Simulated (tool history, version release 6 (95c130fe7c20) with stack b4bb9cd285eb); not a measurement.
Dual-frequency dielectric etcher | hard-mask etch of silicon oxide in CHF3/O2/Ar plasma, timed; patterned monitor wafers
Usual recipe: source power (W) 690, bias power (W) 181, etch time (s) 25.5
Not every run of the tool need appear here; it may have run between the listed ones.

run,hour,source power (W),bias power (W),etch time (s),"read-back reference wafer on the same gauge, depth_nm",mean etch depth across the wafer (Å)
1,0.0,690,181,28.5,45.0,528
2,88.7,690,181,28.5,44.8,526
# hour 149.4: wet clean of the chamber
3,176.3,690,181,25.5,44.9,480
4,235.1,640,181,25.5,44.9,453
5,288.8,590,181,28.0,44.9,473
6,360.4,590,181,28.0,45.0,473
7,415.5,590,181,28.0,44.9,469
# hour 556.2: wet clean of the chamber
8,556.7,690,181,24.0,44.8,435
9,591.3,690,181,24.0,44.9,429
10,677.2,690,181,25.5,44.9,458
11,734.7,690,181,25.5,44.9,453
# hour 769.9: gauge calibrated
12,786.0,690,181,25.5,44.8,451
# hour 821.5: source power generator calibrated
13,844.8,690,181,25.5,44.9,457
14,938.7,690,181,25.5,44.9,448
# hour 1006.7: wet clean of the chamber, repeated, since the last time left the tool worse
15,1007.2,690,181,25.5,44.9,481
16,1080.6,760,205,21.0,45.0,442
17,1181.7,590,181,28.0,44.8,473
18,1249.7,690,181,25.5,44.9,472
19,1302.3,690,181,23.0,45.0,422
# hour 1356.9: upper electrode replaced
20,1403.9,540,146,21.0,44.9,293
# hour 1431.4: bias power generator calibrated
# hour 1470.4: wet clean of the chamber
21,1470.9,690,181,25.5,44.9,483
22,1559.5,690,208,19.5,44.9,385
23,1607.2,690,181,25.5,44.9,470
24,1681.0,690,214,25.5,44.8,511
25,1749.2,810,139,25.5,44.9,455
26,1830.2,790,181,18.5,44.9,368
27,1877.9,640,218,30.0,44.9,572
# hour 1930.1: wet clean of the chamber
28,1941.8,690,223,20.0,44.9,412
29,1994.8,690,181,25.5,44.8,471
30,2069.5,820,138,29.0,44.9,526

Measured result minus the same run's result without the hidden state. Both carry the same run-to-run variation, though not necessarily the same gauge scatter:
The tool's hidden condition here consists of: etch rate over this chamber's usual, %; source power that arrives over what is set, %; bias power that arrives over what is set, %; gauge reads high (%).
run,mean etch depth across the wafer (Å)
1,-8
2,-11
3,-1
4,-3
5,-4
6,-6
7,-7
8,-19
9,-20
10,-24
11,-26
12,-27
13,-29
14,-31
15,-2
16,-4
17,-7
18,-9
19,-9
20,-8
21,-2
22,-4
23,-6
24,-9
25,-10
26,-10
27,-16
28,-1
29,-3
30,-5
